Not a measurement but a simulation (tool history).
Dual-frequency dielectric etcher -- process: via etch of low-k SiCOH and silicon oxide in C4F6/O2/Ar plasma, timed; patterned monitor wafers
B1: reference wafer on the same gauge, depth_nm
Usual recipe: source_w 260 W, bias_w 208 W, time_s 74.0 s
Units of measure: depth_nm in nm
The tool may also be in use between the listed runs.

{"run": 1, "hour": 0.0, "source_w": 260, "bias_w": 208, "time_s": 74.0, "B1": 220.0, "depth_nm": 193.5}
{"run": 2, "hour": 35.5, "source_w": 260, "bias_w": 208, "time_s": 74.0, "B1": 220.0, "depth_nm": 196.0}
{"run": 3, "hour": 95.7, "source_w": 260, "bias_w": 208, "time_s": 74.0, "B1": 219.8, "depth_nm": 197.0}
{"hour": 137.1, "done": "gauge calibrated"}
{"run": 4, "hour": 159.9, "source_w": 220, "bias_w": 230, "time_s": 74.0, "B1": 220.2, "depth_nm": 196.7}
{"run": 5, "hour": 214.9, "source_w": 220, "bias_w": 230, "time_s": 74.0, "B1": 220.0, "depth_nm": 198.6}
{"hour": 229.2, "done": "bias power generator calibrated"}
{"hour": 291.2, "done": "wet clean of the chamber"}
{"run": 6, "hour": 291.7, "source_w": 220, "bias_w": 230, "time_s": 74.0, "B1": 219.9, "depth_nm": 194.1}
{"run": 7, "hour": 306.5, "source_w": 260, "bias_w": 208, "time_s": 74.0, "B1": 220.1, "depth_nm": 196.6}
{"hour": 361.2, "done": "upper electrode replaced"}
{"hour": 365.0, "done": "source power generator calibrated"}
{"run": 8, "hour": 365.5, "source_w": 260, "bias_w": 208, "time_s": 64.0, "B1": 219.8, "depth_nm": 168.0}
{"run": 9, "hour": 386.4, "source_w": 260, "bias_w": 173, "time_s": 74.0, "B1": 219.9, "depth_nm": 184.9}
{"run": 10, "hour": 416.7, "source_w": 260, "bias_w": 255, "time_s": 82.0, "B1": 220.1, "depth_nm": 235.3}
{"run": 11, "hour": 461.6, "source_w": 260, "bias_w": 208, "time_s": 74.0, "B1": 220.5, "depth_nm": 198.7}
{"run": 12, "hour": 491.1, "source_w": 260, "bias_w": 244, "time_s": 57.0, "B1": 220.0, "depth_nm": 163.1}
{"run": 13, "hour": 550.1, "source_w": 260, "bias_w": 208, "time_s": 74.0, "B1": 220.3, "depth_nm": 202.9}
{"hour": 560.3, "done": "gauge calibrated"}
{"run": 14, "hour": 577.7, "source_w": 320, "bias_w": 243, "time_s": 53.5, "B1": 219.8, "depth_nm": 163.8}
{"hour": 630.6, "done": "wet clean of the chamber"}
{"run": 15, "hour": 631.1, "source_w": 260, "bias_w": 165, "time_s": 74.0, "B1": 220.1, "depth_nm": 178.1}
{"run": 16, "hour": 653.1, "source_w": 210, "bias_w": 163, "time_s": 79.5, "B1": 219.9, "depth_nm": 181.5}

What will run 17 give?
{"run": 17, "hour": 713.8, "source_w": 290, "bias_w": 192, "time_s": 74.0, "B1": "?", "depth_nm": "?"}

Logged for run 17: B1 219.9, depth_nm 195.8 nm.
With the hidden condition absent and the run-to-run variation left alone, this run would have shown depth_nm 193.7 nm.
